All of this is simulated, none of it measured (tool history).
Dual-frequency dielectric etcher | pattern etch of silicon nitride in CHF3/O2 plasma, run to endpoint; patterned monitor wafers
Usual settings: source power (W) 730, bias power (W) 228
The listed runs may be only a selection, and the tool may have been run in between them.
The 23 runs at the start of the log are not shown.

run	hour	source power (W)	bias power (W)	incoming incoming film thickness, nm	endpoint time (s)
24	1615.3	730	228	85.4	49.2
25	1721.8	790	273	86.1	41.5
# hour 1793.3: wet clean of the chamber
26	1793.8	850	272	86.5	40.4
# hour 1829.3: source power generator calibrated
27	1868.2	570	228	85.7	57.7
28	1909.3	820	228	86.1	46.7
29	1979.5	730	228	85.6	49.5
30	2049.1	730	228	85.4	49.6
31	2133.7	730	201	86.7	55.2
32	2202.8	730	228	86.7	49.6
# hour 2270.1: wet clean of the chamber
33	2270.6	730	185	86.1	58.2
34	2365.5	620	244	86.5	52.7

Alternative continuations, all from the tool just after run 34; predict every row:
A	2365.9	730	228	86.4	?
B	2365.9	730	190	86.4	?
C	2365.9	670	228	86.4	?
D	2365.9	570	203	86.4	?

run	endpoint time (s)
A	50.4
B	58.2
C	53.1
D	64.7
Without the tool's hidden state the same runs would have given:
run	endpoint time (s)
A	49.2
B	56.8
C	51.8
D	63.1
